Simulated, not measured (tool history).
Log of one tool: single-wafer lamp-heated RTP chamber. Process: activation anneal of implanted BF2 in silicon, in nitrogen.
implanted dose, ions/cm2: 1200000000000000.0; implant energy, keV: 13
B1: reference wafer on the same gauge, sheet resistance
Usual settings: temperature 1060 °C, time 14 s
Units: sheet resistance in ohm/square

Run 1, hour 0: usual settings; B1 130.99. Result: sheet resistance 128.04 ohm/square.
Run 2, hour 61.7: usual settings but temperature 1045 °C; B1 130.88. Result: sheet resistance 137.41 ohm/square.
Run 3, hour 87.2: usual settings but temperature 1045 °C; B1 130.95. Result: sheet resistance 136.23 ohm/square.
Run 4, hour 144.8: usual settings but temperature 1045 °C; B1 131.15. Result: sheet resistance 137.26 ohm/square.
At hour 157.3: pyrometer window cleaned and pyrometer calibrated.
Run 5, hour 180.2: usual settings but time 21 s; B1 131.05. Result: sheet resistance 118.99 ohm/square.
Run 6, hour 239.7: usual settings but time 21 s; B1 131.19. Result: sheet resistance 118.33 ohm/square.
At hour 424.7: pyrometer window cleaned and pyrometer calibrated.
Run 7, hour 447.5: usual settings but temperature 1050 °C; B1 130.9. Result: sheet resistance 133.73 ohm/square.
Run 8, hour 516.7: usual settings but temperature 1050 °C; B1 131.15. Result: sheet resistance 132.42 ohm/square.
Run 9, hour 566.1: usual settings but temperature 1082 °C; B1 131.05. Result: sheet resistance 112.26 ohm/square.
Run 10, hour 620.7: usual settings; B1 130.97. Result: sheet resistance 125.26 ohm/square.
At hour 623.2: gauge calibrated.
Run 11, hour 682.7: usual settings but time 9 s; B1 131.09. Result: sheet resistance 134.28 ohm/square.
At hour 708: pyrometer window cleaned and pyrometer calibrated.
Run 12, hour 740.6: usual settings but temperature 1038 °C, time 7 s; B1 130.95. Result: sheet resistance 163.44 ohm/square.
Run 13, hour 777.3: usual settings but temperature 1077 °C, time 8 s; B1 131.03. Result: sheet resistance 125.96 ohm/square.
Run 14, hour 809.1: usual settings but time 18 s; B1 130.84. Result: sheet resistance 118.65 ohm/square.
At hour 823.7: reflector plate cleaned.
Run 15, hour 847.9: usual settings but temperature 1085 °C; B1 131.12. Result: sheet resistance 113.56 ohm/square.
Run 16, hour 884: usual settings but time 8 s; B1 130.87. Result: sheet resistance 142.88 ohm/square.
Run 17, hour 951.7: usual settings but temperature 1082 °C; B1 131.13. Result: sheet resistance 113.99 ohm/square.
At hour 991.9: pyrometer window cleaned and pyrometer calibrated.
Run 18, hour 996.3: usual settings but temperature 1036 °C, time 11 s; B1 130.93. Result: sheet resistance 161.43 ohm/square.
Run 19, hour 1051.5: usual settings but time 22 s; B1 131. Result: sheet resistance 119.42 ohm/square.

Forecast each of these 5 alternatives for the next run:
Run A, hour 1051.9: usual settings but time 17 s; B1 ?. Result: sheet resistance ?.
Run B, hour 1051.9: usual settings but temperature 1080 °C; B1 ?. Result: sheet resistance ?.
Run C, hour 1051.9: usual settings but temperature 1036 °C, time 7 s; B1 ?. Result: sheet resistance ?.
Run D, hour 1051.9: usual settings but temperature 1047 °C, time 20 s; B1 ?. Result: sheet resistance ?.
Run E, hour 1051.9: usual settings but temperature 1039 °C, time 18 s; B1 ?. Result: sheet resistance ?.

run      B1  sheet resistance
  A  130.81            125.38
  B  130.81            117.47
  C  130.81            172.96
  D  130.81            132.39
  E  130.81            141.19
Without the tool's hidden state the same runs would have given:
run  sheet resistance
  A            129.62
  B            120.92
  C            180.95
  D            137.11
  E            146.44
